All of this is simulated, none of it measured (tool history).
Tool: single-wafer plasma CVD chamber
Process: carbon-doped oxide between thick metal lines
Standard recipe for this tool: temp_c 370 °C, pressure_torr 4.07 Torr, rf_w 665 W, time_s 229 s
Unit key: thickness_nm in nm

run     day  temp_c  pressure_torr  rf_w  time_s  wafers since the last listed run  hours since the last thermocouple change  hours since the last RF generator calibration  hours since the last manometer calibration  hours since the showerhead was replaced  hours since the gauge calibration  read-back reference wafer on the same gauge, thickness_nm  thickness_nm
  1       0     370           4.07   665     229                                 0                                    2289.5                                         1311.8                                       669.7                                   2819.8                              650.2                                                   1498.839      1200.348
  2   1.146     370           4.07   665     229                               148                                      2317                                         1339.3                                       697.2                                   2847.3                              677.7                                                   1500.097      1202.402
      1.942  -- showerhead replaced
  3   2.217     370           4.07   585     229                                95                                    2342.7                                           1365                                       722.9                                      6.6                              703.4                                                   1498.446      1114.414
  4    3.45     370           4.07   585     229                               159                                    2372.3                                         1394.6                                       752.5                                     36.2                                733                                                   1500.593      1098.931
  5   4.004     370           4.07   665     229                                71                                    2385.6                                         1407.9                                       765.8                                     49.5                              746.3                                                   1500.447      1192.897
      5.683  -- thermocouple changed; heater temperature recalibrated
  6   5.704     370           4.07   665     229                               177                                       0.5                                         1448.7                                       806.6                                     90.3                              787.1                                                   1499.536      1192.646
  7     7.6     370           4.07   665     229                               245                                        46                                         1494.2                                       852.1                                    135.8                              832.6                                                   1499.125      1194.409
  8   8.121     379           4.07   665     229                                67                                      58.5                                         1506.7                                       864.6                                    148.3                              845.1                                                    1498.99      1172.938
  9   9.354     370           4.74   770     229                               159                                      88.1                                         1536.3                                       894.2                                    177.9                              874.7                                                   1498.817       1326.47
 10  11.438     359           4.07   665     229                               269                                     138.1                                         1586.3                                       944.2                                    227.9                              924.7                                                   1500.766      1232.124
 11  12.192     370           3.81   665     244                                97                                     156.2                                         1604.4                                       962.3                                      246                              942.8                                                   1499.227      1261.272
     13.321  -- capacitance manometer re-zeroed and calibrated
 12  13.342     363            3.6   785     269                               105                                     183.8                                           1632                                         0.5                                    273.6                              970.4                                                   1499.835      1538.481
 13  14.071     376           4.07   780     264                                94                                     201.3                                         1649.5                                          18                                    291.1                              987.9                                                   1499.541      1492.753
 14   15.45     364           4.07   665     187                               178                                     234.4                                         1682.6                                        51.1                                    324.2                               1021                                                   1499.358       988.028
 15  16.146     370           4.37   665     229                                90                                     251.1                                         1699.3                                        67.8                                    340.9                             1037.7                                                   1501.425      1202.194
     16.662  -- gauge calibrated
 16  17.267     370           4.07   665     229                               145                                       278                                         1726.2                                        94.7                                    367.8                               14.5                                                   1500.005       1199.03
 17  18.417     370           4.07   665     229                               148                                     305.6                                         1753.8                                       122.3                                    395.4                               42.1                                                    1500.23      1191.337
 18  19.412     370           3.18   665     229                               129                                     329.5                                         1777.7                                       146.2                                    419.3                                 66                                                   1500.808      1162.857
 19  19.967     362           3.38   665     229                                71                                     342.8                                           1791                                       159.5                                    432.6                               79.3                                                   1498.235       1185.56
     20.704  -- RF generator calibrated
 20  20.725     370           4.07   665     229                                55                                       361                                            0.5                                       177.7                                    450.8                               97.5                                                   1498.009      1248.049
 21    21.5     370           4.07   665     229                               100                                     379.6                                           19.1                                       196.3                                    469.4                              116.1                                                   1499.891      1257.992
 22  22.562     370           4.07   665     229                               137                                     405.1                                           44.6                                       221.8                                    494.9                              141.6                                                   1500.179      1253.119
 23  24.771     375           4.79   625     208                               286                                     458.1                                           97.6                                       274.8                                    547.9                              194.6                                                   1501.915      1093.201
 24  26.229     378           3.33   760     189                               188                                     493.1                                          132.6                                       309.8                                    582.9                              229.6                                                   1498.897      1071.597
 25  27.325     356           4.07   775     229                               141                                     519.4                                          158.9                                       336.1                                    609.2                              255.9                                                   1498.451      1407.692
 26  28.067     370           4.07   665     229                                96                                     537.2                                          176.7                                       353.9                                      627                              273.7                                                   1500.549      1250.164
 27  29.162     374           4.83   725     260                               141                                     563.5                                            203                                       380.2                                    653.3                                300                                                   1501.715      1492.384
 28  30.379     370           4.36   665     229                               157                                     592.7                                          232.2                                       409.4                                    682.5                              329.2                                                   1500.308      1246.942

Predict each of these 4 candidate next runs independently; none follows another, all start after run 28:
  A  30.4     370           4.07   665     229                                 2                                     593.2                                          232.7                                       409.9                                      683                              329.7                                                          ?             ?
  B  30.4     370           3.62   665     229                                 2                                     593.2                                          232.7                                       409.9                                      683                              329.7                                                          ?             ?
  C  30.4     370           4.38   665     201                                 2                                     593.2                                          232.7                                       409.9                                      683                              329.7                                                          ?             ?
  D  30.4     370            4.4   590     269                                 2                                     593.2                                          232.7                                       409.9                                      683                              329.7                                                          ?             ?

run  read-back reference wafer on the same gauge, thickness_nm  thickness_nm
  A                                                   1499.926      1243.263
  B                                                   1499.926      1227.382
  C                                                   1499.926        1101.2
  D                                                   1499.926       1375.87
With no hidden state in the tool, these same runs would have given:
run  thickness_nm
  A      1262.138
  B      1246.016
  C      1117.917
  D      1397.299
